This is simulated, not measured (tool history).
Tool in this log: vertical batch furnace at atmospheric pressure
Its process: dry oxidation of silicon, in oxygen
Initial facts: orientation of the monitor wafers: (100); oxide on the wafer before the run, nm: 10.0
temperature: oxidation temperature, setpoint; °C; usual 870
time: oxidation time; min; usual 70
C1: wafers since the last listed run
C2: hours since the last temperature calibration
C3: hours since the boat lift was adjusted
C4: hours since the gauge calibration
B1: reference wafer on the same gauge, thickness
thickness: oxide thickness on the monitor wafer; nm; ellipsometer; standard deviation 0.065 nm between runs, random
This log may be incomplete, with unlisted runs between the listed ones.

{"run": 1, "hour": 0.0, "temperature": 863, "time": 70, "C1": 0, "C2": 4235.9, "C3": 1813.5, "C4": 738.7, "B1": 25.12, "thickness": 20.62}
{"run": 2, "hour": 38.8, "temperature": 863, "time": 70, "C1": 601, "C2": 4274.7, "C3": 1852.3, "C4": 777.5, "B1": 25.1, "thickness": 20.67}
{"run": 3, "hour": 79.4, "temperature": 870, "time": 97.5, "C1": 629, "C2": 4315.3, "C3": 1892.9, "C4": 818.1, "B1": 25.09, "thickness": 25.16}
{"run": 4, "hour": 114.4, "temperature": 870, "time": 97.5, "C1": 542, "C2": 4350.3, "C3": 1927.9, "C4": 853.1, "B1": 25.13, "thickness": 25.18}
{"run": 5, "hour": 143.4, "temperature": 870, "time": 97.5, "C1": 449, "C2": 4379.3, "C3": 1956.9, "C4": 882.1, "B1": 25.11, "thickness": 25.17}
{"run": 6, "hour": 178.7, "temperature": 870, "time": 70, "C1": 546, "C2": 4414.6, "C3": 1992.2, "C4": 917.4, "B1": 25.09, "thickness": 21.54}
{"run": 7, "hour": 245.6, "temperature": 870, "time": 70, "C1": 1036, "C2": 4481.5, "C3": 2059.1, "C4": 984.3, "B1": 25.1, "thickness": 21.6}
{"run": 8, "hour": 279.3, "temperature": 870, "time": 70, "C1": 522, "C2": 4515.2, "C3": 2092.8, "C4": 1018, "B1": 25.09, "thickness": 21.58}
{"run": 9, "hour": 330.8, "temperature": 870, "time": 70, "C1": 797, "C2": 4566.7, "C3": 2144.3, "C4": 1069.5, "B1": 25.11, "thickness": 21.43}
{"run": 10, "hour": 437.5, "temperature": 870, "time": 70, "C1": 1653, "C2": 4673.4, "C3": 2251, "C4": 1176.2, "B1": 25.11, "thickness": 21.46}
{"run": 11, "hour": 493.3, "temperature": 870, "time": 93, "C1": 864, "C2": 4729.2, "C3": 2306.8, "C4": 1232, "B1": 25.12, "thickness": 24.57}
{"run": 12, "hour": 537.9, "temperature": 870, "time": 70, "C1": 690, "C2": 4773.8, "C3": 2351.4, "C4": 1276.6, "B1": 25.1, "thickness": 21.45}
{"run": 13, "hour": 564.4, "temperature": 870, "time": 70, "C1": 410, "C2": 4800.3, "C3": 2377.9, "C4": 1303.1, "B1": 25.08, "thickness": 21.65}
{"run": 14, "hour": 602.0, "temperature": 870, "time": 70, "C1": 582, "C2": 4837.9, "C3": 2415.5, "C4": 1340.7, "B1": 25.09, "thickness": 21.53}
{"run": 15, "hour": 649.4, "temperature": 870, "time": 70, "C1": 734, "C2": 4885.3, "C3": 2462.9, "C4": 1388.1, "B1": 25.11, "thickness": 21.48}
{"run": 16, "hour": 716.0, "temperature": 870, "time": 70, "C1": 1031, "C2": 4951.9, "C3": 2529.5, "C4": 1454.7, "B1": 25.11, "thickness": 21.45}
{"hour": 767.8, "done": "gauge calibrated"}
{"run": 17, "hour": 890.6, "temperature": 870, "time": 70, "C1": 2705, "C2": 5126.5, "C3": 2704.1, "C4": 122.8, "B1": 25.1, "thickness": 21.36}
{"hour": 918.3, "done": "thermocouples replaced and temperature profile calibrated"}
{"run": 18, "hour": 932.4, "temperature": 870, "time": 70, "C1": 275, "C2": 14.1, "C3": 2745.9, "C4": 164.6, "B1": 25.1, "thickness": 20.7}
{"run": 19, "hour": 994.4, "temperature": 847, "time": 70, "C1": 960, "C2": 76.1, "C3": 2807.9, "C4": 226.6, "B1": 25.09, "thickness": 17.96}
{"run": 20, "hour": 1033.6, "temperature": 892, "time": 98.5, "C1": 607, "C2": 115.3, "C3": 2847.1, "C4": 265.8, "B1": 25.11, "thickness": 28.77}
{"run": 21, "hour": 1060.0, "temperature": 870, "time": 70, "C1": 409, "C2": 141.7, "C3": 2873.5, "C4": 292.2, "B1": 25.11, "thickness": 20.74}
{"run": 22, "hour": 1092.9, "temperature": 853, "time": 93.5, "C1": 509, "C2": 174.6, "C3": 2906.4, "C4": 325.1, "B1": 25.1, "thickness": 20.92}
{"run": 23, "hour": 1215.6, "temperature": 881, "time": 90.5, "C1": 1900, "C2": 297.3, "C3": 3029.1, "C4": 447.8, "B1": 25.11, "thickness": 25.29}
{"run": 24, "hour": 1275.7, "temperature": 846, "time": 52.5, "C1": 931, "C2": 357.4, "C3": 3089.2, "C4": 507.9, "B1": 25.09, "thickness": 16.11}
{"run": 25, "hour": 1314.3, "temperature": 870, "time": 70, "C1": 598, "C2": 396, "C3": 3127.8, "C4": 546.5, "B1": 25.07, "thickness": 20.84}
{"run": 26, "hour": 1376.6, "temperature": 885, "time": 95.5, "C1": 965, "C2": 458.3, "C3": 3190.1, "C4": 608.8, "B1": 25.08, "thickness": 26.87}
{"hour": 1404.3, "done": "boat lift adjusted"}
{"run": 27, "hour": 1409.4, "temperature": 891, "time": 57.5, "C1": 136, "C2": 491.1, "C3": 5.1, "C4": 641.6, "B1": 25.11, "thickness": 22.6}
{"run": 28, "hour": 1622.6, "temperature": 870, "time": 102, "C1": 3303, "C2": 704.3, "C3": 218.3, "C4": 854.8, "B1": 25.09, "thickness": 25.3}
{"run": 29, "hour": 1675.9, "temperature": 860, "time": 88.5, "C1": 825, "C2": 757.6, "C3": 271.6, "C4": 908.1, "B1": 25.11, "thickness": 22.15}
{"run": 30, "hour": 1734.5, "temperature": 870, "time": 70, "C1": 907, "C2": 816.2, "C3": 330.2, "C4": 966.7, "B1": 25.1, "thickness": 21.48}
{"run": 31, "hour": 1804.0, "temperature": 870, "time": 70, "C1": 1076, "C2": 885.7, "C3": 399.7, "C4": 1036.2, "B1": 25.09, "thickness": 21.25}
{"run": 32, "hour": 1981.9, "temperature": 879, "time": 94.5, "C1": 2756, "C2": 1063.6, "C3": 577.6, "C4": 1214.1, "B1": 25.11, "thickness": 26.2}
{"run": 33, "hour": 2038.4, "temperature": 863, "time": 87.5, "C1": 875, "C2": 1120.1, "C3": 634.1, "C4": 1270.6, "B1": 25.11, "thickness": 22.52}
{"run": 34, "hour": 2076.0, "temperature": 870, "time": 70, "C1": 582, "C2": 1157.7, "C3": 671.7, "C4": 1308.2, "B1": 25.08, "thickness": 21.4}
{"run": 35, "hour": 2137.6, "temperature": 870, "time": 70, "C1": 954, "C2": 1219.3, "C3": 733.3, "C4": 1369.8, "B1": 25.11, "thickness": 21.43}

How would selected steps in thickness from run to run divide? Give the signed amount a tool lacking its hidden state would still show from settings, what came in and random variation, and the signed amount left for the hidden state, including any gauge scatter that is not in both of the compared results.
What the log doesn't record here: true tube temperature minus thermocouple reading, K; monitor wafer colder than the profiled boat position, K; gauge reads high (%).
Run 17 -> 18: thermocouples replaced and temperature profile calibrated. thickness -0.66 nm: hidden state -0.65, all else -0.01.
Run 19 -> 20: temperature 847 -> 892, time 70 -> 98.5. thickness +10.81 nm: hidden state -0.24, all else +11.05.
Run 20 -> 21: temperature 892 -> 870, time 98.5 -> 70. thickness -8.03 nm: hidden state +0.19, all else -8.22.
Run 23 -> 24: temperature 881 -> 846, time 90.5 -> 52.5. thickness -9.18 nm: hidden state +0.22, all else -9.4.
Run 26 -> 27: temperature 885 -> 891, time 95.5 -> 57.5, boat lift adjusted. thickness -4.27 nm: hidden state +0.57, all else -4.84.
